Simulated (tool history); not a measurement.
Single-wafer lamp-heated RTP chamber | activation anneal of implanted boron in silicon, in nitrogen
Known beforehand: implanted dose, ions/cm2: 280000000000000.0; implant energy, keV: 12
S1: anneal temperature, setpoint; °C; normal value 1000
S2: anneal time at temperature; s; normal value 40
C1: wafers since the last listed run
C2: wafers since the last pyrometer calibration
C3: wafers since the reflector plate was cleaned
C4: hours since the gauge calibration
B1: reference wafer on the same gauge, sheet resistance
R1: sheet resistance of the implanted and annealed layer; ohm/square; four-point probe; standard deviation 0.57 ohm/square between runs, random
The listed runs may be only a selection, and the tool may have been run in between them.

run     day    S1  S2   C1    C2    C3      C4      B1      R1
  1       0  1000  40    0  2095  5251  2058.4     405  378.68
  2   2.204  1000  40  435  2530  5687  2111.3  405.02  378.92
  3   4.242  1000  40  402  2933  6090  2160.2  404.99  378.15
  4   6.512  1000  40  448  3382  6539  2214.7  404.94  377.85
  5   9.438  1000  40  578  3960  7117  2284.9  404.91  378.39
     10.817  -- pyrometer window cleaned and pyrometer calibrated
  6  11.054  1000  40  253    47  7371  2323.7  405.05  380.69
  7  12.208  1000  40  228   275  7599  2351.4  405.04  380.55
  8  14.238   983  40  401   676  8000  2400.1  404.91  385.05
  9  17.088   983  40  563  1239  8563  2468.5  405.12  384.67
 10  18.454  1000  40  270  1510  8834  2501.3  404.98  379.38
 11  20.725  1000  40  448  1958  9283  2555.8  404.94  380.07
 12  23.617  1000  40  571  2530  9854  2625.2  405.02  378.55
     24.517  -- reflector plate cleaned
 13  26.317  1022  40  467  2998   355    2690  404.95  375.11
     28.454  -- gauge calibrated
 14  29.254   983  32  580  3579   936    19.2  405.14  384.57
     32.242  -- pyrometer window cleaned and pyrometer calibrated
 15    32.8   987  52  635   110  1571   104.3  405.11  383.39
 16  34.792  1000  40  393   504  1965   152.1  404.86  380.38
 17  37.783   982  27  591  1095  2556   223.9  405.02  388.16
 18  39.829  1000  40  404  1499  2961     273  405.06  380.11
 19  41.079  1000  40  247  1747  3208     303  405.07  379.79
 20  42.792  1024  23  338  2085  3547   344.1  405.03  378.81
 21  44.988  1000  40  434  2519  3981   396.8  405.08  379.24
 22  47.646  1000  25  525  3045  4506   460.6  404.86  380.25
 23  51.996  1025  58  860  3905  5366     565  404.96  372.47
     52.592  -- pyrometer window cleaned and pyrometer calibrated
 24  53.404  1015  60  212   160  5579   598.8  404.98  375.08
 25  55.592  1000  58  432   593  6011   651.3  405.05   379.2
 26  57.179  1000  40  313   907  6325   689.4  404.96  380.43
 27  58.754   979  60  311  1218  6637   727.2  405.04  386.06
 28  60.096  1025  40  265  1483  6902   759.4  404.97  375.95
 29  61.375  1020  53  252  1736  7155   790.1  404.94  375.66
 30  63.075   984  50  336  2072  7491   830.9  405.06  381.66
 31  64.108   975  52  204  2277  7695   855.7  405.19  385.57
 32   65.35  1000  40  245  2522  7941   885.5  405.08  380.03
 33  67.204  1000  40  366  2889  8307     930  405.14  378.84
 34  68.242   990  48  205  3094  8512   954.9  404.85  381.16
 35  71.188  1000  40  582  3676  9095  1025.6  404.98  377.69
 36  73.379  1000  50  433  4110  9528  1078.2  404.96   377.9
     74.579  -- reflector plate cleaned
     74.983  -- pyrometer window cleaned and pyrometer calibrated
 37   76.05  1000  40  396   211   224  1142.3  404.96   380.4

What would each run have given without the hidden state, its run-to-run variation left as it was?
Hidden state present: true wafer temperature minus pyrometer reading, K; wafer temperature error from the tarnished reflector plate, K; gauge reads high (%).
run      R1
  1  380.19
  2  380.67
  3   380.1
  4  380.02
  5  380.82
  6  380.87
  7  380.89
  8  386.31
  9  386.65
 10  380.49
 11  381.44
 12  380.23
 13  376.14
 14  389.56
 15   383.6
 16  380.77
 17  390.16
 18  381.14
 19  380.96
 20  379.42
 21  380.85
 22  382.32
 23  373.79
 24  375.23
 25  379.74
 26  381.17
 27  388.19
 28  376.48
 29  376.36
 30   384.3
 31  389.95
 32   381.7
 33   380.7
 34  384.05
 35  379.92
 36  380.33
 37  380.64
